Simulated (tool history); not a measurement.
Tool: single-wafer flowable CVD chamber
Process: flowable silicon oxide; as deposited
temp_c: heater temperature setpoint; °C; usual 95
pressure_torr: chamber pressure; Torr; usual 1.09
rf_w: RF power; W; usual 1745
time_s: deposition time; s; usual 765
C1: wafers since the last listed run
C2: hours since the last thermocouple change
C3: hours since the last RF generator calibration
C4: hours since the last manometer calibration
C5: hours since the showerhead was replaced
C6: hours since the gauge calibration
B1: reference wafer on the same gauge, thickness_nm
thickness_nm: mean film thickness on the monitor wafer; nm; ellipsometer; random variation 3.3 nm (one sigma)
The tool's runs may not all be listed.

run 1 hour=0.0 | temp_c=95 pressure_torr=1.09 rf_w=1745 time_s=765 | C1=0 C2=2313.1 C3=1235.5 C4=1403.0 C5=2523.7 C6=3.2 | B1=786.685 | thickness_nm=746.948
run 2 hour=7.6 | temp_c=95 pressure_torr=1.09 rf_w=1745 time_s=765 | C1=23 C2=2320.7 C3=1243.1 C4=1410.6 C5=2531.3 C6=10.8 | B1=786.363 | thickness_nm=741.656
run 3 hour=23.3 | temp_c=95 pressure_torr=1.09 rf_w=1745 time_s=765 | C1=49 C2=2336.4 C3=1258.8 C4=1426.3 C5=2547.0 C6=26.5 | B1=785.662 | thickness_nm=746.947
run 4 hour=57.7 | temp_c=95 pressure_torr=1.09 rf_w=1745 time_s=765 | C1=107 C2=2370.8 C3=1293.2 C4=1460.7 C5=2581.4 C6=60.9 | B1=786.288 | thickness_nm=746.621
run 5 hour=70.9 | temp_c=95 pressure_torr=1.09 rf_w=1745 time_s=765 | C1=41 C2=2384.0 C3=1306.4 C4=1473.9 C5=2594.6 C6=74.1 | B1=786.708 | thickness_nm=743.237
run 6 hour=87.1 | temp_c=95 pressure_torr=1.09 rf_w=1745 time_s=765 | C1=50 C2=2400.2 C3=1322.6 C4=1490.1 C5=2610.8 C6=90.3 | B1=785.696 | thickness_nm=742.140
run 7 hour=98.3 | temp_c=95 pressure_torr=1.09 rf_w=1745 time_s=765 | C1=34 C2=2411.4 C3=1333.8 C4=1501.3 C5=2622.0 C6=101.5 | B1=785.853 | thickness_nm=744.794
-- hour=108.8 thermocouple changed; heater temperature recalibrated
-- hour=110.6 showerhead replaced
run 8 hour=121.9 | temp_c=95 pressure_torr=1.09 rf_w=1745 time_s=765 | C1=43 C2=13.1 C3=1357.4 C4=1524.9 C5=11.3 C6=125.1 | B1=785.354 | thickness_nm=745.678
-- hour=132.4 RF generator calibrated
run 9 hour=132.9 | temp_c=87 pressure_torr=1.09 rf_w=1745 time_s=765 | C1=9 C2=24.1 C3=0.5 C4=1535.9 C5=22.3 C6=136.1 | B1=785.252 | thickness_nm=931.602
run 10 hour=147.6 | temp_c=90 pressure_torr=1.09 rf_w=1850 time_s=765 | C1=45 C2=38.8 C3=15.2 C4=1550.6 C5=37.0 C6=150.8 | B1=786.908 | thickness_nm=881.044
run 11 hour=168.9 | temp_c=95 pressure_torr=1.09 rf_w=1745 time_s=765 | C1=66 C2=60.1 C3=36.5 C4=1571.9 C5=58.3 C6=172.1 | B1=787.700 | thickness_nm=744.454
run 12 hour=182.3 | temp_c=95 pressure_torr=1.09 rf_w=1745 time_s=765 | C1=41 C2=73.5 C3=49.9 C4=1585.3 C5=71.7 C6=185.5 | B1=785.164 | thickness_nm=740.798
run 13 hour=192.9 | temp_c=95 pressure_torr=1.09 rf_w=1745 time_s=765 | C1=33 C2=84.1 C3=60.5 C4=1595.9 C5=82.3 C6=196.1 | B1=785.563 | thickness_nm=741.549
-- hour=196.0 gauge calibrated
run 14 hour=205.8 | temp_c=106 pressure_torr=1.17 rf_w=2005 time_s=657 | C1=40 C2=97.0 C3=73.4 C4=1608.8 C5=95.2 C6=9.8 | B1=787.108 | thickness_nm=516.635
-- hour=229.2 capacitance manometer re-zeroed and calibrated
run 15 hour=229.7 | temp_c=82 pressure_torr=1.28 rf_w=1505 time_s=765 | C1=49 C2=120.9 C3=97.3 C4=0.5 C5=119.1 C6=33.7 | B1=786.357 | thickness_nm=1188.864
run 16 hour=238.9 | temp_c=105 pressure_torr=0.92 rf_w=1745 time_s=697 | C1=28 C2=130.1 C3=106.5 C4=9.7 C5=128.3 C6=42.9 | B1=786.740 | thickness_nm=424.176
run 17 hour=287.6 | temp_c=95 pressure_torr=0.92 rf_w=1745 time_s=765 | C1=152 C2=178.8 C3=155.2 C4=58.4 C5=177.0 C6=91.6 | B1=787.111 | thickness_nm=624.422
run 18 hour=301.4 | temp_c=95 pressure_torr=1.00 rf_w=1745 time_s=765 | C1=43 C2=192.6 C3=169.0 C4=72.2 C5=190.8 C6=105.4 | B1=787.121 | thickness_nm=683.352
run 19 hour=315.9 | temp_c=95 pressure_torr=1.09 rf_w=1745 time_s=765 | C1=45 C2=207.1 C3=183.5 C4=86.7 C5=205.3 C6=119.9 | B1=786.675 | thickness_nm=746.026

The tool's hidden state at each run:
wafer temperature above the value expected at the setpoint (K): 0 in every run
delivered RF power above the setpoint (%): 0 in every run
true pressure above the setpoint (%): 0 in every run
gauge reads high (%): 0 in every run

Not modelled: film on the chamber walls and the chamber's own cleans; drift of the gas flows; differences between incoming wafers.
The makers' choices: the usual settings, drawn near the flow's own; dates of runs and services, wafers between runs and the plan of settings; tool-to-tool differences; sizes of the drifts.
